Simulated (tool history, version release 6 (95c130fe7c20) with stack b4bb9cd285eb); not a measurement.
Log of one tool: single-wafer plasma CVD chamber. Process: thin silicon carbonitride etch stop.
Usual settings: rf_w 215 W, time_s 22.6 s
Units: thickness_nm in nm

run	day	rf_w	time_s	wafers since the last listed run	hours since the last thermocouple change	hours since the last RF generator calibration	hours since the showerhead was replaced	hours since the gauge calibration	read-back reference wafer on the same gauge, thickness_nm	thickness_nm
1	0	215	22.6	0	1119.2	2117.4	5572.3	158.6	10.698	13.229
2	0.612	215	20.6	431	1133.9	2132.1	5587	173.3	10.701	12.034
3	0.979	240	22.6	258	1142.7	2140.9	5595.8	182.1	10.695	13.489
4	1.421	240	22.6	311	1153.3	2151.5	5606.4	192.7	10.694	13.465
5	1.788	240	22.6	258	1162.1	2160.3	5615.2	201.5	10.691	13.449
6	2.383	215	22.6	420	1176.4	2174.6	5629.5	215.8	10.693	13.149
7	2.662	215	22.6	196	1183.1	2181.3	5636.2	222.5	10.694	13.158
8	3.362	215	22.6	493	1199.9	2198.1	5653	239.3	10.69	13.177
# day 3.604: gauge calibrated
9	3.929	215	22.6	399	1213.5	2211.7	5666.6	7.8	10.799	13.306
10	4.417	215	22.6	343	1225.2	2223.4	5678.3	19.5	10.786	13.322
11	4.867	215	22.6	317	1236	2234.2	5689.1	30.3	10.773	13.284
12	5.55	215	22.6	481	1252.4	2250.6	5705.5	46.7	10.759	13.291
# day 6.042: RF generator calibrated
13	6.062	215	22.6	126	1264.7	0.5	5717.8	59	10.751	13.246
14	6.479	215	22.6	293	1274.7	10.5	5727.8	69	10.747	13.278
15	6.921	215	22.6	311	1285.3	21.1	5738.4	79.6	10.742	13.209
16	7.504	215	22.6	411	1299.3	35.1	5752.4	93.6	10.736	13.223
17	7.854	215	22.6	246	1307.7	43.5	5760.8	102	10.731	13.201
18	8.158	215	20.2	214	1315	50.8	5768.1	109.3	10.725	11.834
19	8.767	175	26.5	428	1329.6	65.4	5782.7	123.9	10.725	14.896
20	9.067	180	19	211	1336.8	72.6	5789.9	131.1	10.719	10.743
21	9.742	215	22.6	475	1353	88.8	5806.1	147.3	10.713	13.209
22	10.433	190	22.6	487	1369.6	105.4	5822.7	163.9	10.715	12.9
# day 10.979: thermocouple changed; heater temperature recalibrated
23	11	215	26.3	164	0.5	119	5836.3	177.5	10.709	15.363
24	12.696	255	20.3	1195	41.2	159.7	5877	218.2	10.708	12.239
25	13.162	215	22.6	328	52.4	170.9	5888.2	229.4	10.703	13.21
26	13.475	215	22.6	220	59.9	178.4	5895.7	236.9	10.701	13.211

Run 27 comes next. What will it give?
27	14.025	240	26.9	387	73.1	191.6	5908.9	250.1	?	?

read-back reference wafer on the same gauge, thickness_nm: 10.702
thickness_nm: 16.079 nm
Without the tool's hidden state the same run would have given thickness_nm 16.224 nm.
